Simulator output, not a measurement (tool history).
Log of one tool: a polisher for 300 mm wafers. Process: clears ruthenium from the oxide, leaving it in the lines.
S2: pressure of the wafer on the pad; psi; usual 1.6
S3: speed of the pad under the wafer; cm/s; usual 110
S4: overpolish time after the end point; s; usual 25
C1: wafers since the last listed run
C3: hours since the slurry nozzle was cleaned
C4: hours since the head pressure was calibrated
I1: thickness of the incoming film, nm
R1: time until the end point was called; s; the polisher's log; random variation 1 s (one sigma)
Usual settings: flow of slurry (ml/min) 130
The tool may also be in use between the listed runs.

run 1 hour=0.0 | flow_of_slurry_(ml/min)=130 S2=1.6 S3=110 S4=20 | C1=0 wafers_polished_on_this_pad=1419 C3=423.2 C4=547.9 | I1=109.7 | R1=101.7
run 2 hour=31.5 | flow_of_slurry_(ml/min)=130 S2=1.6 S3=110 S4=25 | C1=332 wafers_polished_on_this_pad=1751 C3=454.7 C4=579.4 | I1=111.0 | R1=101.9
run 3 hour=68.6 | flow_of_slurry_(ml/min)=130 S2=1.6 S3=110 S4=25 | C1=391 wafers_polished_on_this_pad=2143 C3=491.8 C4=616.5 | I1=108.8 | R1=102.2
-- hour=101.7 worn pad replaced by a new one
run 4 hour=117.9 | flow_of_slurry_(ml/min)=130 S2=1.6 S3=110 S4=25 | C1=477 wafers_polished_on_this_pad=170 C3=541.1 C4=665.8 | I1=109.1 | R1=103.1
run 5 hour=166.4 | flow_of_slurry_(ml/min)=130 S2=1.6 S3=110 S4=25 | C1=511 wafers_polished_on_this_pad=682 C3=589.6 C4=714.3 | I1=109.2 | R1=99.9
run 6 hour=191.9 | flow_of_slurry_(ml/min)=130 S2=1.6 S3=110 S4=25 | C1=268 wafers_polished_on_this_pad=951 C3=615.1 C4=739.8 | I1=112.6 | R1=103.8
run 7 hour=231.7 | flow_of_slurry_(ml/min)=130 S2=1.6 S3=110 S4=25 | C1=419 wafers_polished_on_this_pad=1371 C3=654.9 C4=779.6 | I1=109.7 | R1=105.1
run 8 hour=268.9 | flow_of_slurry_(ml/min)=130 S2=1.6 S3=110 S4=25 | C1=392 wafers_polished_on_this_pad=1763 C3=692.1 C4=816.8 | I1=109.7 | R1=103.6
run 9 hour=321.1 | flow_of_slurry_(ml/min)=130 S2=1.6 S3=110 S4=25 | C1=550 wafers_polished_on_this_pad=2314 C3=744.3 C4=869.0 | I1=109.2 | R1=101.7
-- hour=349.1 worn pad replaced by a new one
run 10 hour=362.6 | flow_of_slurry_(ml/min)=130 S2=1.8 S3=110 S4=25 | C1=395 wafers_polished_on_this_pad=142 C3=785.8 C4=910.5 | I1=112.4 | R1=93.5
-- hour=385.1 slurry nozzle cleaned
run 11 hour=416.2 | flow_of_slurry_(ml/min)=95 S2=1.6 S3=110 S4=25 | C1=554 wafers_polished_on_this_pad=697 C3=31.1 C4=964.1 | I1=111.6 | R1=109.8
-- hour=448.4 head pressure recalibrated
run 12 hour=471.1 | flow_of_slurry_(ml/min)=130 S2=1.6 S3=72 S4=32 | C1=557 wafers_polished_on_this_pad=1255 C3=86.0 C4=22.7 | I1=109.4 | R1=146.7
run 13 hour=517.0 | flow_of_slurry_(ml/min)=130 S2=1.6 S3=110 S4=39 | C1=484 wafers_polished_on_this_pad=1739 C3=131.9 C4=68.6 | I1=110.9 | R1=103.2
-- hour=573.6 worn pad replaced by a new one
run 14 hour=576.7 | flow_of_slurry_(ml/min)=130 S2=1.6 S3=110 S4=25 | C1=587 wafers_polished_on_this_pad=32 C3=191.6 C4=128.3 | I1=109.3 | R1=102.1
run 15 hour=628.1 | flow_of_slurry_(ml/min)=130 S2=1.6 S3=88 S4=25 | C1=542 wafers_polished_on_this_pad=574 C3=243.0 C4=179.7 | I1=109.7 | R1=122.9
run 16 hour=665.8 | flow_of_slurry_(ml/min)=145 S2=1.9 S3=110 S4=25 | C1=397 wafers_polished_on_this_pad=972 C3=280.7 C4=217.4 | I1=110.6 | R1=86.5
run 17 hour=719.6 | flow_of_slurry_(ml/min)=130 S2=2.0 S3=134 S4=25 | C1=567 wafers_polished_on_this_pad=1539 C3=334.5 C4=271.2 | I1=110.6 | R1=70.9
run 18 hour=746.4 | flow_of_slurry_(ml/min)=130 S2=1.6 S3=110 S4=25 | C1=282 wafers_polished_on_this_pad=1822 C3=361.3 C4=298.0 | I1=110.3 | R1=102.4
-- hour=802.0 worn pad replaced by a new one
run 19 hour=810.3 | flow_of_slurry_(ml/min)=115 S2=1.8 S3=142 S4=38 | C1=631 wafers_polished_on_this_pad=87 C3=425.2 C4=361.9 | I1=110.1 | R1=73.5
run 20 hour=880.5 | flow_of_slurry_(ml/min)=115 S2=1.6 S3=110 S4=16 | C1=740 wafers_polished_on_this_pad=828 C3=495.4 C4=432.1 | I1=109.1 | R1=101.4
run 21 hour=949.5 | flow_of_slurry_(ml/min)=130 S2=1.8 S3=128 S4=18 | C1=727 wafers_polished_on_this_pad=1556 C3=564.4 C4=501.1 | I1=109.3 | R1=79.8
-- hour=1049.3 worn pad replaced by a new one
-- hour=1052.1 slurry nozzle cleaned
run 22 hour=1124.4 | flow_of_slurry_(ml/min)=115 S2=1.3 S3=110 S4=15 | C1=1792 wafers_polished_on_this_pad=782 C3=72.3 C4=676.0 | I1=112.0 | R1=130.2

Forecast each of these 4 alternatives for the next run:
run A hour=1124.9 | flow_of_slurry_(ml/min)=155 S2=1.6 S3=110 S4=25 | C1=5 wafers_polished_on_this_pad=787 C3=72.8 C4=676.5 | I1=110.7 | R1=?
run B hour=1124.9 | flow_of_slurry_(ml/min)=145 S2=2.1 S3=128 S4=25 | C1=5 wafers_polished_on_this_pad=787 C3=72.8 C4=676.5 | I1=110.7 | R1=?
run C hour=1124.9 | flow_of_slurry_(ml/min)=130 S2=1.4 S3=94 S4=39 | C1=5 wafers_polished_on_this_pad=787 C3=72.8 C4=676.5 | I1=110.7 | R1=?
run D hour=1124.9 | flow_of_slurry_(ml/min)=130 S2=1.6 S3=96 S4=25 | C1=5 wafers_polished_on_this_pad=787 C3=72.8 C4=676.5 | I1=110.7 | R1=?

run=A R1=100.6
run=B R1=68.4
run=C R1=134.3
run=D R1=116.1
Without the tool's hidden state the same runs would have given:
run=A R1=100.6
run=B R1=68.4
run=C R1=134.3
run=D R1=116.1
